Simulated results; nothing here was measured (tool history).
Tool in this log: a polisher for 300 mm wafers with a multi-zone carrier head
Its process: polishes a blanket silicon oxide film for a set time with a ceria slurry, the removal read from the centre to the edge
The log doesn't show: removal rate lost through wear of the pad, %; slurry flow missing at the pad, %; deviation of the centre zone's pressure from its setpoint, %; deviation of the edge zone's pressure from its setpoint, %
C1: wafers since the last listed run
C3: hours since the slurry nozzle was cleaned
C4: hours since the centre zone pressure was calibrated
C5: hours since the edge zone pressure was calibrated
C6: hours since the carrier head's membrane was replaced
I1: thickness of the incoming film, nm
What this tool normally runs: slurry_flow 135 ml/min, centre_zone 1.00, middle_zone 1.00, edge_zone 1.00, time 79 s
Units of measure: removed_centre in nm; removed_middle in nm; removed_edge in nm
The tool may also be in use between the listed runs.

{"run": 1, "day": 0.0, "slurry_flow": 135, "centre_zone": 1.0, "middle_zone": 1.0, "edge_zone": 1.05, "time": 79, "C1": 0, "wafers polished on this pad": 445, "C3": 258.2, "C4": 752.4, "C5": 450.1, "C6": 1024.8, "I1": 1920.8, "removed_centre": 247.1, "removed_middle": 244.3, "removed_edge": 255.0}
{"run": 2, "day": 4.008, "slurry_flow": 135, "centre_zone": 1.0, "middle_zone": 1.0, "edge_zone": 1.05, "time": 79, "C1": 704, "wafers polished on this pad": 1150, "C3": 354.4, "C4": 848.6, "C5": 546.3, "C6": 1121.0, "I1": 1901.0, "removed_centre": 245.3, "removed_middle": 242.9, "removed_edge": 252.6}
{"day": 9.446, "done": "carrier head's membrane replaced by a new one"}
{"day": 9.546, "done": "centre zone pressure recalibrated"}
{"run": 3, "day": 10.5, "slurry_flow": 165, "centre_zone": 1.0, "middle_zone": 1.0, "edge_zone": 1.0, "time": 79, "C1": 1089, "wafers polished on this pad": 2239, "C3": 510.2, "C4": 22.9, "C5": 702.1, "C6": 25.3, "I1": 1882.4, "removed_centre": 242.4, "removed_middle": 235.1, "removed_edge": 242.7}
{"day": 12.758, "done": "worn pad replaced by a new one"}
{"run": 4, "day": 14.129, "slurry_flow": 165, "centre_zone": 1.0, "middle_zone": 1.0, "edge_zone": 1.0, "time": 79, "C1": 608, "wafers polished on this pad": 241, "C3": 597.3, "C4": 110.0, "C5": 789.2, "C6": 112.4, "I1": 1890.0, "removed_centre": 247.7, "removed_middle": 246.3, "removed_edge": 247.9}
{"run": 5, "day": 17.612, "slurry_flow": 165, "centre_zone": 1.0, "middle_zone": 1.0, "edge_zone": 1.0, "time": 79, "C1": 612, "wafers polished on this pad": 853, "C3": 680.9, "C4": 193.6, "C5": 872.8, "C6": 196.0, "I1": 1903.8, "removed_centre": 242.8, "removed_middle": 241.5, "removed_edge": 241.2}
{"day": 18.696, "done": "slurry nozzle cleaned"}
{"run": 6, "day": 21.825, "slurry_flow": 135, "centre_zone": 1.0, "middle_zone": 1.0, "edge_zone": 1.0, "time": 79, "C1": 732, "wafers polished on this pad": 1586, "C3": 75.1, "C4": 294.7, "C5": 973.9, "C6": 297.1, "I1": 1902.5, "removed_centre": 254.7, "removed_middle": 250.3, "removed_edge": 245.0}
{"run": 7, "day": 24.012, "slurry_flow": 135, "centre_zone": 1.0, "middle_zone": 1.0, "edge_zone": 1.0, "time": 64, "C1": 384, "wafers polished on this pad": 1970, "C3": 127.6, "C4": 347.2, "C5": 1026.4, "C6": 349.6, "I1": 1913.4, "removed_centre": 197.3, "removed_middle": 196.8, "removed_edge": 201.4}
{"run": 8, "day": 27.029, "slurry_flow": 135, "centre_zone": 1.0, "middle_zone": 1.0, "edge_zone": 1.0, "time": 64, "C1": 530, "wafers polished on this pad": 2500, "C3": 200.0, "C4": 419.6, "C5": 1098.8, "C6": 422.0, "I1": 1903.0, "removed_centre": 190.7, "removed_middle": 192.4, "removed_edge": 192.7}
{"day": 29.712, "done": "worn pad replaced by a new one"}
{"run": 9, "day": 30.379, "slurry_flow": 135, "centre_zone": 1.0, "middle_zone": 1.0, "edge_zone": 1.0, "time": 79, "C1": 559, "wafers polished on this pad": 117, "C3": 280.4, "C4": 500.0, "C5": 1179.2, "C6": 502.4, "I1": 1928.7, "removed_centre": 248.7, "removed_middle": 249.7, "removed_edge": 245.1}
{"run": 10, "day": 33.388, "slurry_flow": 135, "centre_zone": 1.0, "middle_zone": 1.0, "edge_zone": 1.0, "time": 79, "C1": 528, "wafers polished on this pad": 645, "C3": 352.6, "C4": 572.2, "C5": 1251.4, "C6": 574.6, "I1": 1928.1, "removed_centre": 243.9, "removed_middle": 245.7, "removed_edge": 247.1}
{"run": 11, "day": 34.904, "slurry_flow": 135, "centre_zone": 1.0, "middle_zone": 1.0, "edge_zone": 1.05, "time": 79, "C1": 266, "wafers polished on this pad": 912, "C3": 389.0, "C4": 608.6, "C5": 1287.8, "C6": 611.0, "I1": 1943.1, "removed_centre": 239.5, "removed_middle": 243.0, "removed_edge": 250.0}
{"run": 12, "day": 38.083, "slurry_flow": 135, "centre_zone": 1.12, "middle_zone": 0.9, "edge_zone": 1.0, "time": 79, "C1": 558, "wafers polished on this pad": 1470, "C3": 465.3, "C4": 684.9, "C5": 1364.1, "C6": 687.3, "I1": 1909.8, "removed_centre": 266.8, "removed_middle": 214.2, "removed_edge": 245.3}
{"run": 13, "day": 41.488, "slurry_flow": 135, "centre_zone": 1.0, "middle_zone": 1.0, "edge_zone": 1.04, "time": 79, "C1": 598, "wafers polished on this pad": 2068, "C3": 547.0, "C4": 766.6, "C5": 1445.8, "C6": 769.0, "I1": 1910.2, "removed_centre": 228.3, "removed_middle": 230.5, "removed_edge": 236.8}
{"day": 42.992, "done": "worn pad replaced by a new one"}
{"day": 44.146, "done": "edge zone pressure recalibrated"}
{"run": 14, "day": 44.442, "slurry_flow": 135, "centre_zone": 1.0, "middle_zone": 1.0, "edge_zone": 1.0, "time": 79, "C1": 475, "wafers polished on this pad": 240, "C3": 617.9, "C4": 837.5, "C5": 7.1, "C6": 839.9, "I1": 1900.3, "removed_centre": 235.2, "removed_middle": 232.9, "removed_edge": 243.4}
{"day": 44.529, "done": "slurry nozzle cleaned"}
{"day": 44.533, "done": "centre zone pressure recalibrated"}
{"run": 15, "day": 48.142, "slurry_flow": 135, "centre_zone": 0.88, "middle_zone": 1.0, "edge_zone": 1.0, "time": 79, "C1": 642, "wafers polished on this pad": 882, "C3": 86.7, "C4": 86.6, "C5": 95.9, "C6": 928.7, "I1": 1891.0, "removed_centre": 224.2, "removed_middle": 250.8, "removed_edge": 251.9}
{"run": 16, "day": 52.333, "slurry_flow": 135, "centre_zone": 0.9, "middle_zone": 1.0, "edge_zone": 1.0, "time": 64, "C1": 736, "wafers polished on this pad": 1618, "C3": 187.3, "C4": 187.2, "C5": 196.5, "C6": 1029.3, "I1": 1910.2, "removed_centre": 178.3, "removed_middle": 198.3, "removed_edge": 198.5}
{"run": 17, "day": 54.55, "slurry_flow": 135, "centre_zone": 1.05, "middle_zone": 1.11, "edge_zone": 1.0, "time": 94, "C1": 389, "wafers polished on this pad": 2008, "C3": 240.5, "C4": 240.4, "C5": 249.7, "C6": 1082.5, "I1": 1898.6, "removed_centre": 300.8, "removed_middle": 309.8, "removed_edge": 279.4}
{"run": 18, "day": 56.758, "slurry_flow": 135, "centre_zone": 1.0, "middle_zone": 1.04, "edge_zone": 1.0, "time": 79, "C1": 388, "wafers polished on this pad": 2396, "C3": 293.5, "C4": 293.4, "C5": 302.7, "C6": 1135.5, "I1": 1929.0, "removed_centre": 234.9, "removed_middle": 240.3, "removed_edge": 234.7}
{"run": 19, "day": 58.342, "slurry_flow": 135, "centre_zone": 1.0, "middle_zone": 1.0, "edge_zone": 1.0, "time": 79, "C1": 278, "wafers polished on this pad": 2674, "C3": 331.5, "C4": 331.4, "C5": 340.7, "C6": 1173.5, "I1": 1916.7, "removed_centre": 231.4, "removed_middle": 230.4, "removed_edge": 232.0}
{"day": 59.85, "done": "worn pad replaced by a new one"}
{"run": 20, "day": 61.175, "slurry_flow": 135, "centre_zone": 0.91, "middle_zone": 1.07, "edge_zone": 1.0, "time": 89, "C1": 468, "wafers polished on this pad": 232, "C3": 399.5, "C4": 399.4, "C5": 408.7, "C6": 1241.5, "I1": 1896.6, "removed_centre": 253.2, "removed_middle": 288.1, "removed_edge": 281.3}
{"run": 21, "day": 62.733, "slurry_flow": 170, "centre_zone": 1.04, "middle_zone": 1.0, "edge_zone": 1.0, "time": 79, "C1": 273, "wafers polished on this pad": 506, "C3": 436.9, "C4": 436.8, "C5": 446.1, "C6": 1278.9, "I1": 1919.3, "removed_centre": 264.0, "removed_middle": 250.8, "removed_edge": 252.3}

State the hidden condition of the tool at each of the runs:
deviation of the centre zone's pressure from its setpoint, %: 0 across all the runs
deviation of the edge zone's pressure from its setpoint, %: 0 across all the runs
H1: removal rate lost through wear of the pad, %
H2: slurry flow missing at the pad, %
run=1 H1=0.483 H2=16.7
run=2 H1=1.47 H2=22
run=3 H1=4.94 H2=30.7
run=4 H1=0.349 H2=35.5
run=5 H1=0.94 H2=40.2
run=6 H1=2.54 H2=5.97
run=7 H1=3.75 H2=8.89
run=8 H1=5.85 H2=12.9
run=9 H1=0.286 H2=17.4
run=10 H1=0.642 H2=21.4
run=11 H1=1.01 H2=23.4
run=12 H1=2.18 H2=27.7
run=13 H1=4.05 H2=32.2
run=14 H1=0.281 H2=36.1
run=15 H1=0.946 H2=8.56
run=16 H1=2.6 H2=14.2
run=17 H1=3.86 H2=17.1
run=18 H1=5.39 H2=20.1
run=19 H1=6.64 H2=22.2
run=20 H1=1.08 H2=25.9
run=21 H1=1.25 H2=28
